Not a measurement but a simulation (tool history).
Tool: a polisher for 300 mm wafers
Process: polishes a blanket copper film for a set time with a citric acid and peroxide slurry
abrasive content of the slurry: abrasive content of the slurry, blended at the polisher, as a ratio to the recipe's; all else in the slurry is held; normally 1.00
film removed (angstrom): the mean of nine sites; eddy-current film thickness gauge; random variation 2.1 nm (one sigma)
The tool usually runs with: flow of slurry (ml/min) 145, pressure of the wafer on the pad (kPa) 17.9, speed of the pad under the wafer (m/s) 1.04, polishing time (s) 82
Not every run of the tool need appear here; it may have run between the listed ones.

run,day,flow of slurry (ml/min),pressure of the wafer on the pad (kPa),speed of the pad under the wafer (m/s),abrasive content of the slurry,polishing time (s),wafers since the last listed run,wafers polished on this pad,hours since the slurry nozzle was cleaned,hours since the head pressure was calibrated,hours since the slurry blender was calibrated,"incoming thickness of the incoming film, nm",film removed (angstrom)
1,0.000,145,17.9,1.04,0.90,82,0,506,73.3,185.6,169.7,643.2,1671
# day 0.379: slurry blender recalibrated
2,0.650,145,17.9,1.04,0.90,82,86,593,88.9,201.2,6.5,651.9,1682
# day 1.625: worn pad replaced by a new one
3,1.646,160,17.9,1.32,1.00,82,126,2,112.8,225.1,30.4,645.3,2134
4,2.625,160,17.9,1.32,1.00,82,149,152,136.3,248.6,53.9,643.1,2134
# day 3.425: head pressure recalibrated
5,3.446,145,17.9,1.04,1.00,82,112,264,156.0,0.5,73.6,626.4,1659
6,4.362,145,17.9,1.04,1.00,82,139,404,178.0,22.5,95.6,643.2,1678
7,5.396,145,20.0,1.04,1.20,82,157,561,202.8,47.3,120.4,640.0,1938
# day 6.488: worn pad replaced by a new one
8,6.567,185,17.9,1.04,1.00,82,153,11,230.9,75.4,148.5,630.3,1754
# day 7.417: slurry blender recalibrated
9,7.721,185,17.9,1.04,1.00,82,163,175,258.6,103.1,7.3,639.7,1756
10,9.167,185,17.9,1.04,1.00,82,220,395,293.3,137.8,42.0,635.8,1749
11,10.025,145,17.9,1.04,1.20,82,130,526,313.9,158.4,62.6,640.3,1743
12,11.075,145,17.9,1.04,1.20,82,160,686,339.1,183.6,87.8,630.6,1752
# day 11.962: worn pad replaced by a new one
13,11.983,145,17.9,1.04,1.00,82,113,3,360.9,205.4,109.6,634.7,1755
14,13.042,145,17.9,1.04,1.00,82,161,164,386.3,230.8,135.0,640.3,1783
15,13.788,145,17.9,1.04,1.00,82,113,278,404.2,248.7,152.9,633.2,1740
16,14.346,145,17.9,1.04,1.00,82,85,363,417.6,262.1,166.3,650.7,1725
# day 15.208: slurry blender recalibrated
17,15.429,185,17.9,1.04,1.00,82,152,515,443.6,288.1,5.3,644.9,1887
18,16.479,130,13.8,1.04,1.30,64,160,675,468.8,313.3,30.5,645.1,1139
# day 16.783: worn pad replaced by a new one
19,17.212,145,17.9,1.04,1.00,82,86,65,486.4,330.9,48.1,647.2,1845
# day 17.538: head pressure recalibrated
20,17.750,175,13.8,0.70,1.00,70,69,134,499.3,5.1,61.0,634.9,854
# day 17.817: slurry nozzle cleaned
21,18.833,165,23.4,1.04,1.00,82,158,293,24.4,31.1,87.0,645.8,2219
22,20.292,130,22.1,0.72,1.00,82,222,515,59.4,66.1,122.0,650.2,1513
23,21.446,145,17.9,1.04,1.10,82,175,691,87.1,93.8,149.7,632.6,1664
# day 22.433: worn pad replaced by a new one
# day 22.812: slurry blender recalibrated
24,22.833,145,17.9,1.04,1.00,99,173,48,120.4,127.1,0.5,645.4,2038
25,24.138,145,22.1,1.04,0.90,104,198,247,151.7,158.4,31.8,636.9,2574
26,24.646,165,15.2,0.74,1.15,82,77,324,163.9,170.6,44.0,643.5,1221

Consider 4 possible next runs. They are alternatives, not a sequence: every one starts from the tool as it was left by run 26. What does each give?
A,24.662,145,17.9,1.04,1.00,58,2,327,164.3,171.0,44.4,642.9,?
B,24.662,165,17.9,1.04,1.00,82,2,327,164.3,171.0,44.4,642.9,?
C,24.662,145,23.4,1.04,1.00,82,2,327,164.3,171.0,44.4,642.9,?
D,24.662,160,17.9,1.04,1.00,70,2,327,164.3,171.0,44.4,642.9,?

run,film removed (angstrom)
A,1212
B,1755
C,2227
D,1490
Had the tool no hidden state, the same runs would have come out as:
run,film removed (angstrom)
A,1162
B,1682
C,2134
D,1428
